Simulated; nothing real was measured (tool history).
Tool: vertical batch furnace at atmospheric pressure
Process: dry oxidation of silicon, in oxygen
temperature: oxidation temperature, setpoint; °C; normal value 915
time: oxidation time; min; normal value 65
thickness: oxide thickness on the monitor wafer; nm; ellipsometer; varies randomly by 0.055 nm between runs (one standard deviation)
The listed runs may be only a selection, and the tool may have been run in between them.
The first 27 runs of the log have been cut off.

run     day  temperature  time  read-back reference wafer on the same gauge, thickness  thickness
 28  17.396          932    65                                                   23.89      27.75
 29  17.721          932    33                                                    23.9      17.66
 30  18.246          902  43.5                                                   23.91      15.81
 31  18.717          915  80.5                                                   23.91      27.18
 32  19.262          915    65                                                   23.89       23.5
 33  19.925          915    65                                                    23.9      23.48
 34  20.925          924  55.5                                                    23.9      23.04
 35  21.808          932    82                                                   23.89      32.42
 36  22.592          915    65                                                   23.91       23.4
 37  23.362          938    65                                                   23.91      29.29
 38  23.879          915    65                                                    23.9      23.39

Forecast each of these 5 alternatives for the next run:
  A  24.121          939    65                                                       ?          ?
  B  24.121          895    79                                                       ?          ?
  C  24.121          915    45                                                       ?          ?
  D  24.121          905    79                                                       ?          ?
  E  24.121          936    50                                                       ?          ?

run  read-back reference wafer on the same gauge, thickness  thickness
  A                                                   23.91      29.47
  B                                                   23.91      21.65
  C                                                   23.91      18.29
  D                                                   23.91      23.97
  E                                                   23.91      24.01
Had the tool no hidden state, the same runs would have come out as:
run  thickness
  A      29.91
  B      21.97
  C      18.55
  D      24.31
  E      24.35
